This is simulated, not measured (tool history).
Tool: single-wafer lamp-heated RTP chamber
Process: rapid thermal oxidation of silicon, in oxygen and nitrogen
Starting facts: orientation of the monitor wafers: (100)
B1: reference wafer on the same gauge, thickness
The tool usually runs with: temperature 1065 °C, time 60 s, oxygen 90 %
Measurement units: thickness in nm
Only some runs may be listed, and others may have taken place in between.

run 1 day=0 | temperature=1065 time=60 oxygen=90 | B1=10.508 | thickness=9.566
-- day=2.475 pyrometer window cleaned and pyrometer calibrated
run 2 day=4.162 | temperature=1065 time=60 oxygen=90 | B1=10.511 | thickness=9.511
run 3 day=6.458 | temperature=1065 time=60 oxygen=90 | B1=10.51 | thickness=9.506
run 4 day=8.862 | temperature=1065 time=60 oxygen=90 | B1=10.508 | thickness=9.519
run 5 day=10.838 | temperature=1065 time=60 oxygen=90 | B1=10.511 | thickness=9.519
run 6 day=12.871 | temperature=1065 time=60 oxygen=90 | B1=10.514 | thickness=9.517
run 7 day=14.546 | temperature=1065 time=60 oxygen=90 | B1=10.509 | thickness=9.488
run 8 day=16.271 | temperature=1065 time=60 oxygen=90 | B1=10.509 | thickness=9.525
run 9 day=19.412 | temperature=1037 time=60 oxygen=98 | B1=10.508 | thickness=8.135
-- day=20.479 gauge calibrated
-- day=20.621 oxygen flow controller replaced
run 10 day=21.688 | temperature=1065 time=88 oxygen=90 | B1=10.507 | thickness=11.379
run 11 day=25.333 | temperature=1077 time=78 oxygen=98 | B1=10.512 | thickness=12.027
-- day=28.092 pyrometer window cleaned and pyrometer calibrated
run 12 day=29.088 | temperature=1065 time=70 oxygen=98 | B1=10.507 | thickness=10.52
run 13 day=32.754 | temperature=1081 time=52 oxygen=90 | B1=10.51 | thickness=9.897
run 14 day=35.25 | temperature=1065 time=60 oxygen=90 | B1=10.508 | thickness=9.502
run 15 day=39.238 | temperature=1065 time=60 oxygen=90 | B1=10.508 | thickness=9.531
run 16 day=43.408 | temperature=1043 time=77 oxygen=76 | B1=10.509 | thickness=8.638

Forecast each of these 4 alternatives for the next run:
run A day=43.429 | temperature=1065 time=33 oxygen=90 | B1=? | thickness=?
run B day=43.429 | temperature=1079 time=60 oxygen=68 | B1=? | thickness=?
run C day=43.429 | temperature=1065 time=36 oxygen=90 | B1=? | thickness=?
run D day=43.429 | temperature=1092 time=52 oxygen=74 | B1=? | thickness=?

run=A B1=10.511 thickness=7.359
run=B B1=10.511 thickness=9.492
run=C B1=10.511 thickness=7.641
run=D B1=10.511 thickness=9.984
With no hidden state in the tool, these same runs would have given:
run=A thickness=7.319
run=B thickness=9.441
run=C thickness=7.599
run=D thickness=9.932
